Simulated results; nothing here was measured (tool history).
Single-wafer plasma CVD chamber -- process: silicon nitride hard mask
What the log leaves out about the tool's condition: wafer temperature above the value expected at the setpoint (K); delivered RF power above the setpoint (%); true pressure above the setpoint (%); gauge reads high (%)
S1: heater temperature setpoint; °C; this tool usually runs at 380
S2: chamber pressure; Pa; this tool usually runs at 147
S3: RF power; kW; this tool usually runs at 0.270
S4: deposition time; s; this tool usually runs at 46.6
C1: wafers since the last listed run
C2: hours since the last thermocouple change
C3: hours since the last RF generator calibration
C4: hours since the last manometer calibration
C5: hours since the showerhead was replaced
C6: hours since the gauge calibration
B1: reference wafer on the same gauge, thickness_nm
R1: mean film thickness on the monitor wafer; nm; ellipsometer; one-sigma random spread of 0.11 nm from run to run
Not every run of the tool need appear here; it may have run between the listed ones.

run    hour   S1   S2     S3    S4    C1      C2      C3      C4      C5      C6      B1      R1
  1     0.0  375  147  0.270  42.9     0  1274.7  1242.1   843.9  1403.0  1246.4  43.601  43.191
  2    87.6  375  147  0.270  42.9  2112  1362.3  1329.7   931.5  1490.6  1334.0  43.586  43.360
  3   188.5  380  147  0.270  46.6  2433  1463.2  1430.6  1032.4  1591.5  1434.9  43.635  46.903
  4   230.3  380  147  0.270  46.6  1008  1505.0  1472.4  1074.2  1633.3  1476.7  43.568  46.945
  5   331.9  380  147  0.270  46.6  2450  1606.6  1574.0  1175.8  1734.9  1578.3  43.615  46.804
  6   378.5  380  147  0.270  46.6  1123  1653.2  1620.6  1222.4  1781.5  1624.9  43.609  46.944
  7   417.0  380  147  0.270  46.6   928  1691.7  1659.1  1260.9  1820.0  1663.4  43.602  46.991
  8   473.9  371  147  0.270  46.6  1372  1748.6  1716.0  1317.8  1876.9  1720.3  43.592  47.239
  9   539.4  371  147  0.270  46.6  1579  1814.1  1781.5  1383.3  1942.4  1785.8  43.590  47.052
 10   633.5  384  147  0.270  46.6  2269  1908.2  1875.6  1477.4  2036.5  1879.9  43.598  46.950
 11   679.8  380  147  0.270  46.6  1116  1954.5  1921.9  1523.7  2082.8  1926.2  43.582  46.896
      730.6  -- thermocouple changed; heater temperature recalibrated
 12   743.9  380  147  0.270  46.6  1353    13.3  1986.0  1587.8  2146.9  1990.3  43.612  46.956
 13   794.8  380  147  0.235  46.6  1227    64.2  2036.9  1638.7  2197.8  2041.2  43.644  42.422
      830.4  -- RF generator calibrated
      840.9  -- gauge calibrated
 14   898.1  380  147  0.235  46.6  2298   167.5    67.7  1742.0  2301.1    57.2  43.571  42.460
 15   975.7  371  147  0.270  46.6  1871   245.1   145.3  1819.6  2378.7   134.8  43.606  47.176
 16  1046.1  380  125  0.270  46.6  1697   315.5   215.7  1890.0  2449.1   205.2  43.607  42.590
 17  1099.0  384  163  0.305  46.6  1275   368.4   268.6  1942.9  2502.0   258.1  43.598  53.810
 18  1160.9  369  169  0.220  55.0  1492   430.3   330.5  2004.8  2563.9   320.0  43.627  51.185
 19  1199.7  373  147  0.235  46.6   935   469.1   369.3  2043.6  2602.7   358.8  43.625  42.560
 20  1294.7  393  147  0.270  46.6  2291   564.1   464.3  2138.6  2697.7   453.8  43.582  46.920
 21  1398.3  392  147  0.270  52.3  2498   667.7   567.9  2242.2  2801.3   557.4  43.580  52.335
     1410.3  -- capacitance manometer re-zeroed and calibrated
 22  1439.2  375  124  0.270  46.6   793   708.6   608.8    28.9  2842.2   598.3  43.651  41.569
 23  1534.2  380  147  0.270  46.6  2291   803.6   703.8   123.9  2937.2   693.3  43.577  46.409
     1544.6  -- showerhead replaced
 24  1585.0  386  179  0.270  46.6  1032   854.4   754.6   174.7    40.4   744.1  43.638  50.965
 25  1666.3  380  147  0.285  43.7  1960   935.7   835.9   256.0   121.7   825.4  43.574  45.474
 26  1760.4  380  147  0.270  46.6  2269  1029.8   930.0   350.1   215.8   919.5  43.597  46.445
 27  1805.3  380  147  0.220  41.7  1082  1074.7   974.9   395.0   260.7   964.4  43.603  35.821
 28  1912.1  367  173  0.290  50.2  2575  1181.5  1081.7   501.8   367.5  1071.2  43.606  57.940
 29  1988.6  380  163  0.315  40.8  1845  1258.0  1158.2   578.3   444.0  1147.7  43.578  48.262
 30  2047.9  380  147  0.310  46.6  1430  1317.3  1217.5   637.6   503.3  1207.0  43.598  51.636

Forecast each of these 3 alternatives for the next run:
  A  2048.3  380  160  0.270  46.6   9  1317.7  1217.9  638.0  503.7  1207.4   ?   ?
  B  2048.3  380  121  0.295  38.5   9  1317.7  1217.9  638.0  503.7  1207.4   ?   ?
  C  2048.3  370  117  0.315  46.6   9  1317.7  1217.9  638.0  503.7  1207.4   ?   ?

run      B1      R1
  A  43.570  48.982
  B  43.570  36.419
  C  43.570  45.138
With no hidden state in the tool, these same runs would have given:
run      R1
  A  48.582
  B  36.058
  C  44.620
